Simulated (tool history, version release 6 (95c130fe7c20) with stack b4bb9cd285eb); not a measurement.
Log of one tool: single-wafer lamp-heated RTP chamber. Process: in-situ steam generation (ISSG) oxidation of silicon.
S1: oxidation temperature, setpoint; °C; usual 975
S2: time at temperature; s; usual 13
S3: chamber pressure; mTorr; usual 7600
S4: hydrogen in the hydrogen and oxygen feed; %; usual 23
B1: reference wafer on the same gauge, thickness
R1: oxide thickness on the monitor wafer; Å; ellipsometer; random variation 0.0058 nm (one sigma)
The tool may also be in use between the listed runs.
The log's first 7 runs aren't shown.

run   hour   S1  S2    S3  S4     B1     R1
  8    140  975  13  7600  23   3.96  38.75
  9    164  975  13  7600  23  3.961  38.74
 10  195.3  975  13  7600  23   3.96  38.77
 11  221.5  975  13  8000  28  3.958  40.79
 12    241  975  13  8000  28  3.959  40.87
 13  255.6  975  13  7600  18  3.957  36.53
 14  272.7  975  13  7600  23  3.961  38.76
 15  286.7  975  13  7600  23  3.959  38.79
 16  314.2  975  13  7600  23  3.962  38.89
 17  340.3  975  13  7600  23  3.958  39.01
 18  371.3  975  17  7600  23   3.96  43.46
     391.6  -- gauge calibrated
 19  401.6  959  13  6900  23  3.961  37.06
 20  471.8  964  13  6900  28  3.958  39.89
 21  490.3  983  18  7600  14  3.962  41.01
     510.4  -- hydrogen flow controller replaced
 22  523.4  975  17  7100  23  3.957  43.57
       535  -- pyrometer window cleaned and pyrometer calibrated
     544.7  -- pressure gauge zeroed
 23  553.8  991  13  7600  23  3.959  40.74
 24  565.9  975  13  7600  23  3.962  38.78
 25  592.7  967  13  6900  23  3.961  37.68
 26  620.8  975  16  7600  23  3.961  42.11
 27  645.5  975  13  7600  23   3.96  38.78
 28  670.7  962  13  7600  23  3.961  37.35
 29  689.8  975  13  7600  23   3.96  38.73
 30  707.1  975   9  8000  23  3.963  33.57

Forecast each of these 5 alternatives for the next run:
  A  707.5  975  13  7600  23   ?   ?
  B  707.5  975  16  6900  29   ?   ?
  C  707.5  975  13  7600  32   ?   ?
  D  707.5  967  13  7600  23   ?   ?
  E  707.5  966  13  7600  13   ?   ?

run    B1     R1
  A  3.96  38.73
  B  3.96  44.77
  C  3.96  42.48
  D  3.96  37.84
  E  3.96  32.87
Without the tool's hidden state the same runs would have given:
run     R1
  A  38.61
  B  44.62
  C  42.35
  D  37.73
  E  32.78

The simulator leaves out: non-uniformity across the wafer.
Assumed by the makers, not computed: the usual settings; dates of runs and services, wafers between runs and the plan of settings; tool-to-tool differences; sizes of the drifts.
